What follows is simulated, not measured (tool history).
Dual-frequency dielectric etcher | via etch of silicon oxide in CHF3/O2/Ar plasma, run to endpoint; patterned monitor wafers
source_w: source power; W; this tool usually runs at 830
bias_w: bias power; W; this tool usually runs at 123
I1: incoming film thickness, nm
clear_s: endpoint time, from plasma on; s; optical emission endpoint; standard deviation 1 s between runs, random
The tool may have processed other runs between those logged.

run 1 hour=0.0 | source_w=830 bias_w=123 | I1=625.7 | clear_s=331.6
run 2 hour=99.8 | source_w=830 bias_w=123 | I1=622.9 | clear_s=327.0
run 3 hour=112.4 | source_w=830 bias_w=123 | I1=623.0 | clear_s=326.3
run 4 hour=147.1 | source_w=830 bias_w=123 | I1=627.1 | clear_s=346.2
run 5 hour=157.0 | source_w=830 bias_w=123 | I1=631.0 | clear_s=348.7
run 6 hour=179.7 | source_w=830 bias_w=123 | I1=621.7 | clear_s=341.3
run 7 hour=197.8 | source_w=830 bias_w=123 | I1=625.2 | clear_s=343.3
run 8 hour=222.7 | source_w=830 bias_w=123 | I1=627.8 | clear_s=344.9
run 9 hour=274.1 | source_w=830 bias_w=123 | I1=625.4 | clear_s=341.3
run 10 hour=302.3 | source_w=830 bias_w=123 | I1=627.6 | clear_s=342.1
run 11 hour=336.2 | source_w=830 bias_w=123 | I1=624.2 | clear_s=338.6
run 12 hour=404.5 | source_w=970 bias_w=143 | I1=625.2 | clear_s=314.8
run 13 hour=437.5 | source_w=720 bias_w=97 | I1=627.4 | clear_s=367.1
run 14 hour=451.3 | source_w=830 bias_w=123 | I1=627.8 | clear_s=337.2
run 15 hour=471.0 | source_w=830 bias_w=123 | I1=624.3 | clear_s=335.8
run 16 hour=495.7 | source_w=830 bias_w=115 | I1=628.9 | clear_s=341.8
run 17 hour=524.0 | source_w=730 bias_w=123 | I1=624.0 | clear_s=343.0
run 18 hour=536.1 | source_w=830 bias_w=123 | I1=629.4 | clear_s=336.4
run 19 hour=558.8 | source_w=700 bias_w=103 | I1=628.6 | clear_s=362.3
run 20 hour=654.0 | source_w=830 bias_w=123 | I1=626.2 | clear_s=342.5
run 21 hour=676.6 | source_w=1020 bias_w=104 | I1=621.9 | clear_s=332.7
run 22 hour=698.2 | source_w=980 bias_w=148 | I1=625.4 | clear_s=312.7
run 23 hour=720.5 | source_w=990 bias_w=140 | I1=624.4 | clear_s=316.0
run 24 hour=738.0 | source_w=660 bias_w=147 | I1=626.0 | clear_s=340.0
run 25 hour=762.2 | source_w=990 bias_w=111 | I1=631.7 | clear_s=336.1
run 26 hour=798.1 | source_w=960 bias_w=138 | I1=625.5 | clear_s=318.3
run 27 hour=832.7 | source_w=650 bias_w=112 | I1=615.8 | clear_s=354.3
run 28 hour=865.5 | source_w=770 bias_w=123 | I1=623.9 | clear_s=339.7
run 29 hour=883.2 | source_w=830 bias_w=107 | I1=627.5 | clear_s=345.6
run 30 hour=910.6 | source_w=1010 bias_w=107 | I1=625.7 | clear_s=329.5
run 31 hour=945.2 | source_w=770 bias_w=109 | I1=628.3 | clear_s=349.3
run 32 hour=978.6 | source_w=830 bias_w=123 | I1=627.5 | clear_s=333.0
run 33 hour=1007.2 | source_w=830 bias_w=109 | I1=623.0 | clear_s=340.0
run 34 hour=1027.8 | source_w=890 bias_w=123 | I1=616.0 | clear_s=319.8
run 35 hour=1059.5 | source_w=830 bias_w=123 | I1=631.2 | clear_s=334.1

Between the runs listed above, the log contained 5 entries, not reproduced here. Where in the sequence does each belong, and how does what the log doesn't record of the tool's condition differ from the listed run before to the listed run after?
Between runs 1 and 2: bias power generator calibrated (hour 37.8)
  etch rate over this chamber's usual, %: 3.37 -> 4.22
  measured result minus the result with no hidden state, clear_s: -11.1 -> -13.8 s
Between runs 3 and 4: wet clean of the chamber (hour 146.6)
  etch rate over this chamber's usual, %: 4.32 -> -0.888
  measured result minus the result with no hidden state, clear_s: -14.1 -> +3.1 s
Between runs 10 and 11: source power generator calibrated (hour 332.7)
  etch rate over this chamber's usual, %: 0.431 -> 0.719
  measured result minus the result with no hidden state, clear_s: -1.4 -> -2.4 s
Between runs 19 and 20: upper electrode replaced (hour 598.7); wet clean of the chamber (hour 608.6)
  etch rate over this chamber's usual, %: 2.61 -> 0.45
  measured result minus the result with no hidden state, clear_s: -9.4 -> -1.5 s
